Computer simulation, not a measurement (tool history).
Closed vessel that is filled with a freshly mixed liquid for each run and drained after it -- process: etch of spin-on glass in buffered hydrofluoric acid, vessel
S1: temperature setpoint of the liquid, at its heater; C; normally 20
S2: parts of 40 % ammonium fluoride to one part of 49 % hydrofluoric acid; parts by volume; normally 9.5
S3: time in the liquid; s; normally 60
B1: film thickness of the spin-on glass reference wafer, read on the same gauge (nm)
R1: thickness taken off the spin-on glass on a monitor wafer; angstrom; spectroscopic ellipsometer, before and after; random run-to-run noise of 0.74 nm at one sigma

run 1 hour=0 | S1=20 S2=9.5 S3=60 | B1=59.99 | R1=763
run 2 hour=107.8 | S1=20 S2=9.5 S3=60 | B1=60 | R1=766
run 3 hour=186.1 | S1=20 S2=9.5 S3=60 | B1=60.01 | R1=749.7
run 4 hour=289.3 | S1=20 S2=9.5 S3=60 | B1=60.02 | R1=753.9
run 5 hour=376.9 | S1=20 S2=9.5 S3=60 | B1=59.98 | R1=741.1
run 6 hour=464.2 | S1=20 S2=9.5 S3=35 | B1=60.01 | R1=419.5
run 7 hour=518.8 | S1=20 S2=9.5 S3=35 | B1=60.03 | R1=419
run 8 hour=570 | S1=20 S2=9.5 S3=35 | B1=60.01 | R1=420.9
run 9 hour=606.6 | S1=20 S2=9.5 S3=50 | B1=59.97 | R1=594.8
run 10 hour=663.9 | S1=20 S2=9.5 S3=60 | B1=60 | R1=695.9
-- hour=672.2 thermometer replaced
run 11 hour=741.6 | S1=21 S2=9.5 S3=60 | B1=60.03 | R1=815.3
-- hour=819.5 hydrofluoric acid flow meter replaced
run 12 hour=837.3 | S1=21 S2=9.5 S3=60 | B1=60.02 | R1=876.6
run 13 hour=897.9 | S1=20 S2=11.5 S3=90 | B1=59.97 | R1=1058
run 14 hour=989 | S1=20 S2=11.5 S3=90 | B1=60 | R1=1027.7
run 15 hour=1048.8 | S1=18 S2=6 S3=85 | B1=60 | R1=1610.1
-- hour=1126.5 gauge calibrated
run 16 hour=1135.9 | S1=18.5 S2=9.5 S3=60 | B1=59.99 | R1=749.8
run 17 hour=1239.9 | S1=20 S2=9.5 S3=60 | B1=59.97 | R1=804.3
run 18 hour=1323.2 | S1=20 S2=12.5 S3=60 | B1=60.03 | R1=614.6
run 19 hour=1407.9 | S1=22 S2=12 S3=85 | B1=60.03 | R1=1000.4
run 20 hour=1444.4 | S1=24.5 S2=9.5 S3=60 | B1=59.97 | R1=1024.5
run 21 hour=1482.1 | S1=20 S2=9.5 S3=35 | B1=60 | R1=448.5
run 22 hour=1573.5 | S1=20 S2=9.5 S3=60 | B1=59.97 | R1=777.1
run 23 hour=1680.6 | S1=17 S2=9.5 S3=90 | B1=60.05 | R1=968.9
run 24 hour=1765.1 | S1=21.5 S2=9.5 S3=60 | B1=59.97 | R1=828.6
run 25 hour=1866.1 | S1=18.5 S2=7.5 S3=60 | B1=59.99 | R1=831.2

Forecast each of these 4 alternatives for the next run:
run A hour=1866.8 | S1=20 S2=9.5 S3=60 | B1=? | R1=?
run B hour=1866.8 | S1=20 S2=8.5 S3=35 | B1=? | R1=?
run C hour=1866.8 | S1=20 S2=11.5 S3=60 | B1=? | R1=?
run D hour=1866.8 | S1=20 S2=8.5 S3=80 | B1=? | R1=?

run=A B1=60.02 R1=744.1
run=B B1=60.02 R1=468.7
run=C B1=60.02 R1=617.4
run=D B1=60.02 R1=1071.3
With the hidden condition removed and each run's random variation left untouched, the same runs would have given:
run=A R1=857.1
run=B R1=550.4
run=C R1=724.1
run=D R1=1258.1
